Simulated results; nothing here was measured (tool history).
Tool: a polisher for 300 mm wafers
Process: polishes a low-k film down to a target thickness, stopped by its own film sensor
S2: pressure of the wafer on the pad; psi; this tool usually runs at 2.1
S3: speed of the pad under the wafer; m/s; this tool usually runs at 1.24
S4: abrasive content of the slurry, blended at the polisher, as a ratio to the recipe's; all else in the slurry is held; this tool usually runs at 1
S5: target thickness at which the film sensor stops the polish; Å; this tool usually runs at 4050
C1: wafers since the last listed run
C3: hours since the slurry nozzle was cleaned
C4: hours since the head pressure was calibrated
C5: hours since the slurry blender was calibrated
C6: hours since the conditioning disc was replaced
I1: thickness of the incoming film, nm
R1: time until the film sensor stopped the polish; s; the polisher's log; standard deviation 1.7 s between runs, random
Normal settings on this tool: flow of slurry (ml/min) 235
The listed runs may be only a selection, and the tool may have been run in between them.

{"run": 1, "day": 0.0, "flow of slurry (ml/min)": 235, "S2": 2.1, "S3": 1.24, "S4": 1, "S5": 4050, "C1": 0, "wafers polished on this pad": 157, "C3": 605.8, "C4": 578.2, "C5": 188.1, "C6": 459.4, "I1": 469.7, "R1": 115.1}
{"run": 2, "day": 0.483, "flow of slurry (ml/min)": 235, "S2": 2.1, "S3": 1.24, "S4": 1, "S5": 4050, "C1": 75, "wafers polished on this pad": 232, "C3": 617.4, "C4": 589.8, "C5": 199.7, "C6": 471, "I1": 474.5, "R1": 124.8}
{"run": 3, "day": 0.921, "flow of slurry (ml/min)": 235, "S2": 2.1, "S3": 1.24, "S4": 1, "S5": 4050, "C1": 68, "wafers polished on this pad": 301, "C3": 627.9, "C4": 600.3, "C5": 210.2, "C6": 481.5, "I1": 473, "R1": 128.2}
{"run": 4, "day": 1.429, "flow of slurry (ml/min)": 235, "S2": 2.1, "S3": 1.14, "S4": 1, "S5": 3910, "C1": 79, "wafers polished on this pad": 381, "C3": 640.1, "C4": 612.5, "C5": 222.4, "C6": 493.7, "I1": 464.1, "R1": 146.7}
{"run": 5, "day": 1.892, "flow of slurry (ml/min)": 235, "S2": 2.1, "S3": 1.24, "S4": 0.85, "S5": 4170, "C1": 72, "wafers polished on this pad": 454, "C3": 651.2, "C4": 623.6, "C5": 233.5, "C6": 504.8, "I1": 468.1, "R1": 105.3}
{"run": 6, "day": 2.275, "flow of slurry (ml/min)": 235, "S2": 2.1, "S3": 1.24, "S4": 0.85, "S5": 4170, "C1": 60, "wafers polished on this pad": 514, "C3": 660.4, "C4": 632.8, "C5": 242.7, "C6": 514, "I1": 468.3, "R1": 105.9}
{"run": 7, "day": 2.817, "flow of slurry (ml/min)": 235, "S2": 2.1, "S3": 1.24, "S4": 1, "S5": 4050, "C1": 85, "wafers polished on this pad": 599, "C3": 673.4, "C4": 645.8, "C5": 255.7, "C6": 527, "I1": 473.5, "R1": 133.9}
{"run": 8, "day": 3.246, "flow of slurry (ml/min)": 235, "S2": 2.1, "S3": 1.24, "S4": 1, "S5": 4050, "C1": 67, "wafers polished on this pad": 666, "C3": 683.7, "C4": 656.1, "C5": 266, "C6": 537.3, "I1": 462.4, "R1": 114.9}
{"day": 3.629, "done": "worn pad replaced by a new one"}
{"run": 9, "day": 3.65, "flow of slurry (ml/min)": 235, "S2": 2.1, "S3": 1.24, "S4": 1, "S5": 4050, "C1": 37, "wafers polished on this pad": 3, "C3": 693.4, "C4": 665.8, "C5": 275.7, "C6": 547, "I1": 464.6, "R1": 103.4}
{"day": 4.217, "done": "conditioning disc replaced and pad reconditioned"}
{"run": 10, "day": 4.25, "flow of slurry (ml/min)": 235, "S2": 2.1, "S3": 1.24, "S4": 1, "S5": 4050, "C1": 81, "wafers polished on this pad": 84, "C3": 707.8, "C4": 680.2, "C5": 290.1, "C6": 0.8, "I1": 466.9, "R1": 110.5}
{"run": 11, "day": 4.796, "flow of slurry (ml/min)": 235, "S2": 2.1, "S3": 1.24, "S4": 1, "S5": 4050, "C1": 85, "wafers polished on this pad": 169, "C3": 720.9, "C4": 693.3, "C5": 303.2, "C6": 13.9, "I1": 474.1, "R1": 128.9}
{"run": 12, "day": 5.254, "flow of slurry (ml/min)": 235, "S2": 2.1, "S3": 1.24, "S4": 1, "S5": 4050, "C1": 71, "wafers polished on this pad": 241, "C3": 731.9, "C4": 704.3, "C5": 314.2, "C6": 24.9, "I1": 473.7, "R1": 124.5}
{"run": 13, "day": 5.833, "flow of slurry (ml/min)": 235, "S2": 2.1, "S3": 1.24, "S4": 1, "S5": 4050, "C1": 90, "wafers polished on this pad": 332, "C3": 745.8, "C4": 718.2, "C5": 328.1, "C6": 38.8, "I1": 468.8, "R1": 119.9}
{"run": 14, "day": 6.562, "flow of slurry (ml/min)": 210, "S2": 2.5, "S3": 1.06, "S4": 1, "S5": 4050, "C1": 114, "wafers polished on this pad": 447, "C3": 763.3, "C4": 735.7, "C5": 345.6, "C6": 56.3, "I1": 470.1, "R1": 125.5}
{"run": 15, "day": 6.85, "flow of slurry (ml/min)": 235, "S2": 2.1, "S3": 1.56, "S4": 1, "S5": 3930, "C1": 45, "wafers polished on this pad": 492, "C3": 770.2, "C4": 742.6, "C5": 352.5, "C6": 63.2, "I1": 471.4, "R1": 127.7}
{"day": 7.358, "done": "slurry nozzle cleaned"}
{"run": 16, "day": 7.454, "flow of slurry (ml/min)": 235, "S2": 1.8, "S3": 0.88, "S4": 1.1, "S5": 3870, "C1": 88, "wafers polished on this pad": 580, "C3": 2.3, "C4": 757.1, "C5": 367, "C6": 77.7, "I1": 465.7, "R1": 235.3}
{"run": 17, "day": 8.042, "flow of slurry (ml/min)": 235, "S2": 2.1, "S3": 1.24, "S4": 1, "S5": 3900, "C1": 92, "wafers polished on this pad": 673, "C3": 16.4, "C4": 771.2, "C5": 381.1, "C6": 91.8, "I1": 473.3, "R1": 167}
{"day": 8.3, "done": "worn pad replaced by a new one"}
{"day": 8.692, "done": "slurry blender recalibrated"}
{"run": 18, "day": 8.712, "flow of slurry (ml/min)": 235, "S2": 2.1, "S3": 1.24, "S4": 1, "S5": 4050, "C1": 66, "wafers polished on this pad": 51, "C3": 32.5, "C4": 787.3, "C5": 0.5, "C6": 107.9, "I1": 462.1, "R1": 102}
{"run": 19, "day": 9.158, "flow of slurry (ml/min)": 235, "S2": 2.5, "S3": 1.24, "S4": 1, "S5": 4050, "C1": 70, "wafers polished on this pad": 121, "C3": 43.2, "C4": 798, "C5": 11.2, "C6": 118.6, "I1": 469.1, "R1": 97}
{"run": 20, "day": 9.738, "flow of slurry (ml/min)": 180, "S2": 2.6, "S3": 1.24, "S4": 1, "S5": 3850, "C1": 90, "wafers polished on this pad": 212, "C3": 57.1, "C4": 811.9, "C5": 25.1, "C6": 132.5, "I1": 475.7, "R1": 140.8}
{"day": 10.088, "done": "head pressure recalibrated"}
{"run": 21, "day": 10.462, "flow of slurry (ml/min)": 160, "S2": 2.1, "S3": 1.38, "S4": 1.1, "S5": 3960, "C1": 100, "wafers polished on this pad": 313, "C3": 74.5, "C4": 9, "C5": 42.5, "C6": 149.9, "I1": 465.5, "R1": 123.3}
{"run": 22, "day": 11.058, "flow of slurry (ml/min)": 235, "S2": 2.1, "S3": 1.24, "S4": 1, "S5": 4050, "C1": 93, "wafers polished on this pad": 406, "C3": 88.8, "C4": 23.3, "C5": 56.8, "C6": 164.2, "I1": 476.6, "R1": 140.4}
{"run": 23, "day": 11.479, "flow of slurry (ml/min)": 235, "S2": 2.1, "S3": 1.24, "S4": 1, "S5": 4050, "C1": 66, "wafers polished on this pad": 472, "C3": 98.9, "C4": 33.4, "C5": 66.9, "C6": 174.3, "I1": 468.8, "R1": 123.8}
{"run": 24, "day": 11.95, "flow of slurry (ml/min)": 235, "S2": 1.5, "S3": 1.44, "S4": 1, "S5": 4050, "C1": 73, "wafers polished on this pad": 546, "C3": 110.2, "C4": 44.7, "C5": 78.2, "C6": 185.6, "I1": 465.5, "R1": 151.6}
{"run": 25, "day": 12.508, "flow of slurry (ml/min)": 235, "S2": 2.1, "S3": 1.24, "S4": 1, "S5": 4050, "C1": 87, "wafers polished on this pad": 634, "C3": 123.6, "C4": 58.1, "C5": 91.6, "C6": 199, "I1": 476.4, "R1": 147.2}
{"run": 26, "day": 12.967, "flow of slurry (ml/min)": 180, "S2": 1.7, "S3": 1.48, "S4": 1.25, "S5": 4050, "C1": 71, "wafers polished on this pad": 706, "C3": 134.6, "C4": 69.1, "C5": 102.6, "C6": 210, "I1": 471.2, "R1": 144.6}
{"day": 13.275, "done": "worn pad replaced by a new one"}
{"run": 27, "day": 13.296, "flow of slurry (ml/min)": 235, "S2": 1.6, "S3": 1.24, "S4": 0.7, "S5": 4210, "C1": 25, "wafers polished on this pad": 3, "C3": 142.5, "C4": 77, "C5": 110.5, "C6": 217.9, "I1": 466.7, "R1": 116.2}

Describe how what the log doesn't record of the tool's condition differs between the last listed run preceding each entry between runs and the first listed run following it.
Run 8 -> run 9: worn pad replaced by a new one (day 3.629)
  removal rate lost through wear of the pad, %: 13.7 -> 0.253
  measured value less the no-hidden-state value, R1: +15.7 -> +0.3 s
Run 9 -> run 10: conditioning disc replaced and pad reconditioned (day 4.217)
  removal rate lost through wear of the pad, %: 0.253 -> 2.1
  measured value less the no-hidden-state value, R1: +0.3 -> +2.3 s
Run 15 -> run 16: slurry nozzle cleaned (day 7.358)
  removal rate lost through wear of the pad, %: 10.1 -> 11.9
  measured value less the no-hidden-state value, R1: +12.9 -> +28.1 s
Run 17 -> run 18: worn pad replaced by a new one (day 8.3); slurry blender recalibrated (day 8.692)
  removal rate lost through wear of the pad, %: 13.7 -> 3.02
  measured value less the no-hidden-state value, R1: +23 -> +3.1 s
Run 20 -> run 21: head pressure recalibrated (day 10.088)
  removal rate lost through wear of the pad, %: 6.17 -> 8.39
  measured value less the no-hidden-state value, R1: +8.7 -> +10.4 s
Run 26 -> run 27: worn pad replaced by a new one (day 13.275)
  removal rate lost through wear of the pad, %: 16.1 -> 0.277
  measured value less the no-hidden-state value, R1: +23.2 -> +0.3 s
